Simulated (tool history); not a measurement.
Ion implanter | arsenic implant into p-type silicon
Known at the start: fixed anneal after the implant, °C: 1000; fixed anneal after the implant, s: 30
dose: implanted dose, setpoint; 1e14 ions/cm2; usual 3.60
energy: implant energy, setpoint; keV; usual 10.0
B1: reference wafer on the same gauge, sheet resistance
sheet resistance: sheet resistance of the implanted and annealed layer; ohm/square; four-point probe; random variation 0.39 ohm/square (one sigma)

{"run": 1, "hour": 0.0, "dose": 3.6, "energy": 10.0, "B1": 217.0, "sheet resistance": 259.4}
{"run": 2, "hour": 6.5, "dose": 3.6, "energy": 10.0, "B1": 217.04, "sheet resistance": 259.28}
{"run": 3, "hour": 22.6, "dose": 3.6, "energy": 8.5, "B1": 216.93, "sheet resistance": 263.14}
{"run": 4, "hour": 30.6, "dose": 3.6, "energy": 8.5, "B1": 216.93, "sheet resistance": 263.22}
{"run": 5, "hour": 48.0, "dose": 3.6, "energy": 10.0, "B1": 217.17, "sheet resistance": 259.19}
{"run": 6, "hour": 58.6, "dose": 3.6, "energy": 10.0, "B1": 217.17, "sheet resistance": 260.24}
{"run": 7, "hour": 69.0, "dose": 3.6, "energy": 10.0, "B1": 217.08, "sheet resistance": 260.06}
{"run": 8, "hour": 79.5, "dose": 3.6, "energy": 10.0, "B1": 216.98, "sheet resistance": 259.84}
{"run": 9, "hour": 94.9, "dose": 3.6, "energy": 10.0, "B1": 217.17, "sheet resistance": 259.71}
{"run": 10, "hour": 103.3, "dose": 3.29, "energy": 7.5, "B1": 216.97, "sheet resistance": 284.22}
{"run": 11, "hour": 117.6, "dose": 3.6, "energy": 11.5, "B1": 217.02, "sheet resistance": 256.31}
{"run": 12, "hour": 125.1, "dose": 3.6, "energy": 13.0, "B1": 217.06, "sheet resistance": 254.31}
{"run": 13, "hour": 169.8, "dose": 3.26, "energy": 12.5, "B1": 217.07, "sheet resistance": 275.11}
{"run": 14, "hour": 182.2, "dose": 2.84, "energy": 9.0, "B1": 217.04, "sheet resistance": 315.01}
{"run": 15, "hour": 188.6, "dose": 3.6, "energy": 7.0, "B1": 216.9, "sheet resistance": 266.12}
{"run": 16, "hour": 199.8, "dose": 3.6, "energy": 10.0, "B1": 216.97, "sheet resistance": 260.1}
{"run": 17, "hour": 214.0, "dose": 3.98, "energy": 7.5, "B1": 217.04, "sheet resistance": 245.52}
{"run": 18, "hour": 264.7, "dose": 4.3, "energy": 10.0, "B1": 217.0, "sheet resistance": 227.66}
{"run": 19, "hour": 274.1, "dose": 3.6, "energy": 10.0, "B1": 216.96, "sheet resistance": 260.07}

Taken out of this log: 3 entries between the listed runs. Where each belongs, and how the hidden state differs across it:
Between runs 8 and 9: Faraday cup replaced and dose calibrated (hour 94.4)
  no hidden state differs between the two runs
Between runs 10 and 11: extraction supply calibrated (hour 117.1)
  no hidden state differs between the two runs
Between runs 12 and 13: gauge calibrated (hour 136.6)
  no hidden state differs between the two runs

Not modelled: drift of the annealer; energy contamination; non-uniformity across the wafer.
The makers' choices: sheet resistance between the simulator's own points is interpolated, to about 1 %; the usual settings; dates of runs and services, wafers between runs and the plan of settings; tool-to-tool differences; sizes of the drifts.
